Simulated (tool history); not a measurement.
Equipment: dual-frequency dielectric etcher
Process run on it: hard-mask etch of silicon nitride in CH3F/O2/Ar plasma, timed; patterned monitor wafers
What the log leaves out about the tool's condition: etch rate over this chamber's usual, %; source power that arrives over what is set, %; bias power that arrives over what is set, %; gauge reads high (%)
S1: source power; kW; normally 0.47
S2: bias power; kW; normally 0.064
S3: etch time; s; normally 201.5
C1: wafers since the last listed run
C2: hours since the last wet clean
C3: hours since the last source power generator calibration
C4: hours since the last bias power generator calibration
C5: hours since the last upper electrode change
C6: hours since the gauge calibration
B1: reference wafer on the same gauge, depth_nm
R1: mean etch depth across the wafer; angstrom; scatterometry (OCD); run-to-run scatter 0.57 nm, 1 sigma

run    hour    S1     S2     S3    C1     C2      C3      C4      C5      C6     B1    R1
  1       0  0.52  0.064  180.5     0  286.6  2234.9    2149  2291.1   636.5  166.2  1413
  2      32  0.52  0.064  180.5   225  318.6  2266.9    2181  2323.1   668.5    166  1424
  3    61.9  0.47  0.064  240.5   210  348.5  2296.8  2210.9    2353   698.4  166.1  1830
      104.8  -- wet clean of the chamber
  4     121  0.47  0.064  240.5   246   16.2  2355.9    2270  2412.1   757.5  166.2  1786
  5   179.2  0.47  0.064  240.5   409   74.4  2414.1  2328.2  2470.3   815.7  166.1  1791
  6   237.6  0.47  0.064  201.5   410  132.8  2472.5  2386.6  2528.7   874.1  165.9  1513
  7   402.1  0.47  0.064  201.5  1156  297.3    2637  2551.1  2693.2  1038.6  165.9  1519
        458  -- wet clean of the chamber
  8   458.5  0.47  0.064  201.5   227    0.5  2693.4  2607.5  2749.6    1095  166.3  1490
  9   491.6  0.47  0.064  201.5   232   33.6  2726.5  2640.6  2782.7  1128.1  166.1  1505
 10   521.1  0.47  0.064  201.5   207   63.1    2756  2670.1  2812.2  1157.6  165.8  1500
      528.4  -- bias power generator calibrated
 11   546.5  0.47  0.064  201.5   150   88.5  2781.4    18.1  2837.6    1183  165.9  1505
 12   613.1  0.47  0.064  201.5   468  155.1    2848    84.7  2904.2  1249.6  165.9  1499
        661  -- upper electrode replaced
 13   669.6  0.47  0.064  201.5   228  211.6  2904.5   141.2     8.6  1306.1  166.1  1516
 14   733.6  0.47  0.064  201.5   450  275.6  2968.5   205.2    72.6  1370.1  166.1  1514
 15   788.7  0.47  0.051  201.5   387  330.7  3023.6   260.3   127.7  1425.2    166  1432
 16   815.6  0.47  0.064    144   189  357.6  3050.5   287.2   154.6  1452.1  165.7  1082
        861  -- wet clean of the chamber
 17   861.5  0.51  0.064  149.5   154    0.5  3096.4   333.1   200.5    1498  166.2  1150
      873.5  -- source power generator calibrated
 18   889.4  0.47  0.079  201.5   168   28.4    15.9     361   228.4  1525.9  166.4  1588
 19   958.7  0.47  0.071  229.5   487   97.7    85.2   430.3   297.7  1595.2  165.9  1750
 20  1120.5  0.59  0.064  201.5  1137  259.5     247   592.1   459.5    1757  165.8  1647
 21  1174.4  0.47  0.064  201.5   379  313.4   300.9     646   513.4  1810.9  165.9  1521
       1222  -- wet clean of the chamber
     1278.1  -- gauge calibrated
 22  1355.5  0.47   0.06    161  1104  133.5     482   827.1   694.5    77.4  166.1  1180
 23  1398.6  0.55  0.078    153   303  176.6   525.1   870.2   737.6   120.5  166.1  1285
 24  1447.6  0.47  0.064  201.5   344  225.6   574.1   919.2   786.6   169.5  166.1  1512
 25  1513.5  0.47  0.064  201.5   463  291.5     640   985.1   852.5   235.4    166  1517
 26  1548.2  0.47  0.064  201.5   244  326.2   674.7  1019.8   887.2   270.1  165.8  1530
 27  1608.7  0.39  0.064    176   425  386.7   735.2  1080.3   947.7   330.6  165.8  1237
 28  1633.4  0.47   0.06  248.5   173  411.4   759.9    1105   972.4   355.3  165.8  1858

Consider 5 possible next runs. They are alternatives, not a sequence: every one starts from the tool as it was left by run 28. What does each give?
  A  1633.9  0.56  0.064  201.5   3  411.9  760.4  1105.5  972.9  355.8   ?   ?
  B  1633.9  0.56  0.055  201.5   3  411.9  760.4  1105.5  972.9  355.8   ?   ?
  C  1633.9  0.47  0.078  221.5   3  411.9  760.4  1105.5  972.9  355.8   ?   ?
  D  1633.9  0.47  0.055  201.5   3  411.9  760.4  1105.5  972.9  355.8   ?   ?
  E  1633.9  0.53  0.057    163   3  411.9  760.4  1105.5  972.9  355.8   ?   ?

run     B1    R1
  A  165.7  1635
  B  165.7  1573
  C  165.7  1771
  D  165.7  1467
  E  165.7  1256
What these runs would have given with no unlogged condition in the tool:
run    R1
  A  1612
  B  1551
  C  1746
  D  1446
  E  1238
